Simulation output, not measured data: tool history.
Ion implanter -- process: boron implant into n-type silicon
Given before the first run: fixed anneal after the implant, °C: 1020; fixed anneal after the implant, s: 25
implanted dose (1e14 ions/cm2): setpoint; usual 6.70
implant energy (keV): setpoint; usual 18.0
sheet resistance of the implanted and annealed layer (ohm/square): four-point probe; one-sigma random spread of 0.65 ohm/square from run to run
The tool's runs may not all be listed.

run,hour,implanted dose (1e14 ions/cm2),implant energy (keV),"read-back reference wafer on the same gauge, sheet resistance",sheet resistance of the implanted and annealed layer (ohm/square)
1,0.0,6.70,18.0,162.11,157.07
2,58.3,6.70,18.0,162.24,157.18
3,128.6,6.70,18.0,161.99,158.35
4,329.9,6.70,18.0,162.11,155.89
# hour 424.7: Faraday cup replaced and dose calibrated
5,428.3,7.97,18.0,161.85,139.84
6,515.3,7.97,18.0,161.69,138.63
7,555.2,6.70,18.0,162.11,160.20
8,602.1,6.70,18.0,162.20,159.83
9,676.0,6.70,18.0,162.03,159.34
10,725.8,6.70,18.0,162.17,158.96
11,805.9,6.70,18.0,162.00,158.80
12,881.5,6.70,18.0,162.00,157.83
# hour 943.0: extraction supply calibrated
13,965.6,6.70,18.0,162.11,157.66
14,1067.3,6.10,22.0,161.93,165.87
15,1135.1,6.70,18.0,161.81,156.61
16,1197.4,6.07,13.0,161.96,176.52
17,1240.7,6.70,20.0,162.07,155.75
18,1305.0,7.76,18.0,162.04,137.76
19,1363.5,5.15,22.5,161.97,191.19
20,1464.7,8.47,15.0,161.95,130.25
21,1518.8,5.90,18.0,162.07,174.95
# hour 1533.8: Faraday cup replaced and dose calibrated
22,1562.6,6.70,21.0,161.63,159.66
23,1608.3,5.55,15.0,161.93,192.39
24,1669.9,5.39,22.5,161.80,189.08
25,1763.3,6.70,20.0,161.63,157.87
26,1802.8,6.70,18.0,161.80,159.23
# hour 1844.0: gauge calibrated
27,1868.9,5.60,21.5,161.89,181.59
28,2068.1,8.61,19.5,161.89,126.45
29,2143.6,5.65,24.0,162.30,176.28
30,2192.6,6.70,12.0,161.86,161.31
31,2276.4,6.70,20.5,161.79,154.77
32,2326.5,6.70,18.0,161.97,157.56
33,2382.6,6.70,21.0,161.98,153.83
34,2435.5,6.70,18.0,162.21,156.49
# hour 2576.1: Faraday cup replaced and dose calibrated
35,2641.3,7.99,21.5,161.99,138.17
36,2748.1,6.70,18.0,162.01,160.75

For some of the steps in sheet resistance of the implanted and annealed layer (ohm/square) from one run to the next: how much would appear even if the tool had no hidden state, given the settings, what came in and random variation, and how much remains for the hidden state plus any gauge scatter that the measured result and the result without hidden state don't share?
Hidden conditions of the tool in this case: deviation of the true dose from the Faraday cup's reading, %; deviation of the true energy from its setpoint, %; gauge reads high (%).
Run 4 -> 5: implanted dose (1e14 ions/cm2) 6.70 -> 7.97, Faraday cup replaced and dose calibrated. sheet resistance of the implanted and annealed layer (ohm/square) -16.05: hidden state +6.59, all else -22.64.
Run 18 -> 19: implanted dose (1e14 ions/cm2) 7.76 -> 5.15, implant energy (keV) 18.0 -> 22.5. sheet resistance of the implanted and annealed layer (ohm/square) +53.43: hidden state -1.99, all else +55.42.
Run 19 -> 20: implanted dose (1e14 ions/cm2) 5.15 -> 8.47, implant energy (keV) 22.5 -> 15.0. sheet resistance of the implanted and annealed layer (ohm/square) -60.94: hidden state +2.29, all else -63.23.
Run 21 -> 22: implanted dose (1e14 ions/cm2) 5.90 -> 6.70, implant energy (keV) 18.0 -> 21.0, Faraday cup replaced and dose calibrated. sheet resistance of the implanted and annealed layer (ohm/square) -15.29: hidden state +6.75, all else -22.04.
Run 27 -> 28: implanted dose (1e14 ions/cm2) 5.60 -> 8.61, implant energy (keV) 21.5 -> 19.5. sheet resistance of the implanted and annealed layer (ohm/square) -55.14: hidden state +0.56, all else -55.70.
Run 34 -> 35: implanted dose (1e14 ions/cm2) 6.70 -> 7.99, implant energy (keV) 18.0 -> 21.5, Faraday cup replaced and dose calibrated. sheet resistance of the implanted and annealed layer (ohm/square) -18.32: hidden state +6.43, all else -24.75.

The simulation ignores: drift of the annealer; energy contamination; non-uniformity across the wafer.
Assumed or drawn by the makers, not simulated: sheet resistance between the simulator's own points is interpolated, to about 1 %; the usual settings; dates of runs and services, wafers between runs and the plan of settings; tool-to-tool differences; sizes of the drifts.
